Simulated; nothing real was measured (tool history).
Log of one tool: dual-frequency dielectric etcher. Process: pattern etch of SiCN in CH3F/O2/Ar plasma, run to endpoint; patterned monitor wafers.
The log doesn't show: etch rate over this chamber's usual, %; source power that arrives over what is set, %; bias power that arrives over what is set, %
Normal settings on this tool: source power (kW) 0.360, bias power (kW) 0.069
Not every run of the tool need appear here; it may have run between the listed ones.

run   hour  source power (kW)  bias power (kW)  wafers since the last listed run  hours since the last wet clean  hours since the last source power generator calibration  hours since the last bias power generator calibration  hours since the last upper electrode change  incoming incoming film thickness, nm  endpoint time (s)
  1    0.0              0.360            0.069                                 0                           107.6                                                   1543.0                                                 4363.2                                       5094.8                                 13.09               37.4
  2   12.4              0.360            0.069                               186                           120.0                                                   1555.4                                                 4375.6                                       5107.2                                 13.14               37.4
  3   31.9              0.360            0.069                               293                           139.5                                                   1574.9                                                 4395.1                                       5126.7                                 13.00               36.7
  4   59.7              0.360            0.069                               418                           167.3                                                   1602.7                                                 4422.9                                       5154.5                                 13.17               37.6
  5   81.5              0.360            0.069                               328                           189.1                                                   1624.5                                                 4444.7                                       5176.3                                 13.08               37.6
  6  112.0              0.360            0.069                               459                           219.6                                                   1655.0                                                 4475.2                                       5206.8                                 13.16               37.8
  7  135.9              0.390            0.069                               360                           243.5                                                   1678.9                                                 4499.1                                       5230.7                                 12.96               35.8
     167.4  -- upper electrode replaced
  8  167.9              0.360            0.069                               120                           275.5                                                   1710.9                                                 4531.1                                          0.5                                 13.06               37.6
  9  185.3              0.360            0.069                               262                           292.9                                                   1728.3                                                 4548.5                                         17.9                                 13.07               37.5
 10  207.4              0.360            0.069                               332                           315.0                                                   1750.4                                                 4570.6                                         40.0                                 13.12               38.0
 11  239.4              0.360            0.069                               482                           347.0                                                   1782.4                                                 4602.6                                         72.0                                 13.11               38.1
     286.6  -- wet clean of the chamber
 12  287.1              0.360            0.069                               357                             0.5                                                   1830.1                                                 4650.3                                        119.7                                 13.11               37.2
 13  302.6              0.390            0.083                               233                            16.0                                                   1845.6                                                 4665.8                                        135.2                                 13.16               33.5
 14  328.7              0.300            0.082                               393                            42.1                                                   1871.7                                                 4691.9                                        161.3                                 13.02               37.7
     337.6  -- bias power generator calibrated
 15  359.1              0.300            0.069                               397                            72.5                                                   1902.1                                                   21.5                                        191.7                                 12.91               40.3
 16  390.4              0.440            0.079                               471                           103.8                                                   1933.4                                                   52.8                                        223.0                                 13.14               32.7
 17  416.2              0.420            0.085                               388                           129.6                                                   1959.2                                                   78.6                                        248.8                                 13.03               32.2
 18  444.0              0.360            0.069                               418                           157.4                                                   1987.0                                                  106.4                                        276.6                                 13.17               37.3
 19  458.4              0.360            0.069                               216                           171.8                                                   2001.4                                                  120.8                                        291.0                                 13.22               37.9
 20  493.8              0.390            0.060                               533                           207.2                                                   2036.8                                                  156.2                                        326.4                                 13.24               38.3
 21  509.0              0.290            0.055                               228                           222.4                                                   2052.0                                                  171.4                                        341.6                                 13.08               44.5
 22  544.0              0.360            0.080                               527                           257.4                                                   2087.0                                                  206.4                                        376.6                                 13.03               35.8
     622.7  -- source power generator calibrated
 23  623.2              0.440            0.069                              1132                           336.6                                                      0.5                                                  285.6                                        455.8                                 13.08               34.9
 24  641.0              0.450            0.074                               268                           354.4                                                     18.3                                                  303.4                                        473.6                                 13.10               33.7
 25  662.3              0.360            0.069                               320                           375.7                                                     39.6                                                  324.7                                        494.9                                 13.07               38.5
     692.4  -- wet clean of the chamber
 26  692.9              0.360            0.069                                99                             0.5                                                     70.2                                                  355.3                                        525.5                                 13.12               36.2
 27  713.6              0.360            0.069                               311                            21.2                                                     90.9                                                  376.0                                        546.2                                 13.10               36.4
 28  759.6              0.300            0.078                               692                            67.2                                                    136.9                                                  422.0                                        592.2                                 13.05               38.7
 29  780.5              0.380            0.079                               314                            88.1                                                    157.8                                                  442.9                                        613.1                                 13.15               34.6
 30  810.0              0.360            0.069                               444                           117.6                                                    187.3                                                  472.4                                        642.6                                 13.25               37.4
 31  832.7              0.450            0.079                               341                           140.3                                                    210.0                                                  495.1                                        665.3                                 13.13               32.0
 32  855.5              0.390            0.074                               343                           163.1                                                    232.8                                                  517.9                                        688.1                                 13.29               35.7
 33  888.3              0.300            0.059                               494                           195.9                                                    265.6                                                  550.7                                        720.9                                 13.10               43.5
 34  920.0              0.410            0.078                               477                           227.6                                                    297.3                                                  582.4                                        752.6                                 13.18               34.1

Each row is a separate what-if for the run after 34, all from the same tool condition, not one after another. Results?
  A  920.4              0.360            0.069                                 6                           228.0                                                    297.7                                                  582.8                                        753.0                                 13.00                  ?
  B  920.4              0.340            0.078                                 6                           228.0                                                    297.7                                                  582.8                                        753.0                                 13.00                  ?
  C  920.4              0.300            0.076                                 6                           228.0                                                    297.7                                                  582.8                                        753.0                                 13.00                  ?
  D  920.4              0.400            0.075                                 6                           228.0                                                    297.7                                                  582.8                                        753.0                                 13.00                  ?
  E  920.4              0.440            0.086                                 6                           228.0                                                    297.7                                                  582.8                                        753.0                                 13.00                  ?

run  endpoint time (s)
  A               37.6
  B               37.0
  C               39.6
  D               34.9
  E               31.9
Without the tool's unlogged condition, the same runs would have read:
run  endpoint time (s)
  A               36.7
  B               36.2
  C               38.7
  D               34.0
  E               31.1
